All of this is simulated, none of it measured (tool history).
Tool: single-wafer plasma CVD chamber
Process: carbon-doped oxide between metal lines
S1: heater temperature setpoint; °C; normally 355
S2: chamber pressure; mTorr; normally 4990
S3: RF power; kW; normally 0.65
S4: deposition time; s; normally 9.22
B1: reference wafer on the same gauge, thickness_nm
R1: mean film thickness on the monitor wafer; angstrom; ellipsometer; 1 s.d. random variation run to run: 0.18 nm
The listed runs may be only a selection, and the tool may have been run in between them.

| run | hour | S1 | S2 | S3 | S4 | B1 | R1 |
|---|---|---|---|---|---|---|---|
| 1 | 0 | 361 | 4990 | 0.565 | 9.22 | 58.698 | 551.71 |
| 2 | 28.6 | 355 | 4990 | 0.65 | 9.22 | 58.7 | 607.14 |
|  | 92 | showerhead replaced |
| 3 | 182.2 | 355 | 4990 | 0.65 | 9.22 | 58.676 | 609.1 |
| 4 | 237.7 | 355 | 4990 | 0.65 | 9.22 | 58.704 | 612.05 |
| 5 | 266.7 | 355 | 4990 | 0.65 | 9.22 | 58.721 | 610.89 |
| 6 | 337.5 | 355 | 4990 | 0.65 | 9.22 | 58.717 | 613.57 |
| 7 | 398.2 | 370 | 5410 | 0.715 | 7.59 | 58.701 | 516.51 |
| 8 | 431.4 | 351 | 4990 | 0.525 | 10.36 | 58.674 | 612.54 |
| 9 | 486.7 | 355 | 3750 | 0.65 | 7.43 | 58.678 | 469.45 |
|  | 527.8 | capacitance manometer re-zeroed and calibrated |
| 10 | 549.4 | 355 | 4990 | 0.54 | 8.37 | 58.712 | 500.44 |
| 11 | 602.3 | 350 | 4030 | 0.65 | 9.22 | 58.722 | 599.95 |
| 12 | 647.3 | 355 | 4990 | 0.735 | 7.6 | 58.7 | 544.92 |
| 13 | 710.7 | 342 | 4990 | 0.65 | 9.85 | 58.707 | 683.48 |
| 14 | 737.2 | 355 | 4990 | 0.65 | 9.22 | 58.684 | 615.98 |
| 15 | 796.7 | 355 | 3760 | 0.65 | 9.22 | 58.705 | 585.84 |
|  | 895.6 | gauge calibrated |
| 16 | 1010.2 | 355 | 4990 | 0.54 | 8.37 | 58.679 | 503.24 |
| 17 | 1064.9 | 355 | 4990 | 0.65 | 9.22 | 58.709 | 612.94 |
|  | 1088.8 | thermocouple changed; heater temperature recalibrated |
| 18 | 1125.9 | 361 | 4990 | 0.705 | 9.22 | 58.684 | 622.56 |
| 19 | 1171.6 | 355 | 4990 | 0.65 | 10.98 | 58.658 | 724.69 |
| 20 | 1224.6 | 341 | 4990 | 0.65 | 8.19 | 58.712 | 564.98 |
| 21 | 1289.8 | 355 | 4070 | 0.585 | 9.22 | 58.675 | 549.55 |
| 22 | 1348.5 | 355 | 4990 | 0.65 | 8.51 | 58.686 | 559.85 |
| 23 | 1403.9 | 355 | 4990 | 0.65 | 9.22 | 58.703 | 607.53 |
| 24 | 1466.9 | 355 | 4990 | 0.65 | 9.22 | 58.675 | 604.89 |
| 25 | 1535.3 | 355 | 4990 | 0.65 | 9.22 | 58.681 | 610.05 |
| 26 | 1571.5 | 355 | 4990 | 0.65 | 9.22 | 58.696 | 608.49 |
| 27 | 1632.5 | 355 | 4990 | 0.65 | 9.22 | 58.7 | 608.01 |
| 28 | 1668.3 | 355 | 3790 | 0.65 | 9.22 | 58.696 | 579.55 |

Subtracting, for every run, the result it would have given without the tool's unlogged condition from the measured result gives the following. The same run-to-run variation enters both numbers; the gauge's scatter may not:
What the log doesn't record here: wafer temperature above the value expected at the setpoint (K); delivered RF power above the setpoint (%); true pressure above the setpoint (%); gauge reads high (%).
| run | R1 |
|---|---|
| 1 | +0.29 |
| 2 | +0.46 |
| 3 | +1.11 |
| 4 | +1.39 |
| 5 | +1.53 |
| 6 | +1.93 |
| 7 | +1.56 |
| 8 | +2.63 |
| 9 | +2.15 |
| 10 | +2.63 |
| 11 | +3.84 |
| 12 | +3.48 |
| 13 | +5.87 |
| 14 | +4.61 |
| 15 | +4.84 |
| 16 | +5.68 |
| 17 | +7.44 |
| 18 | -1.34 |
| 19 | -1.7 |
| 20 | -1.56 |
| 21 | -1.2 |
| 22 | -1.16 |
| 23 | -1.16 |
| 24 | -1.04 |
| 25 | -0.89 |
| 26 | -0.8 |
| 27 | -0.63 |
| 28 | -0.49 |
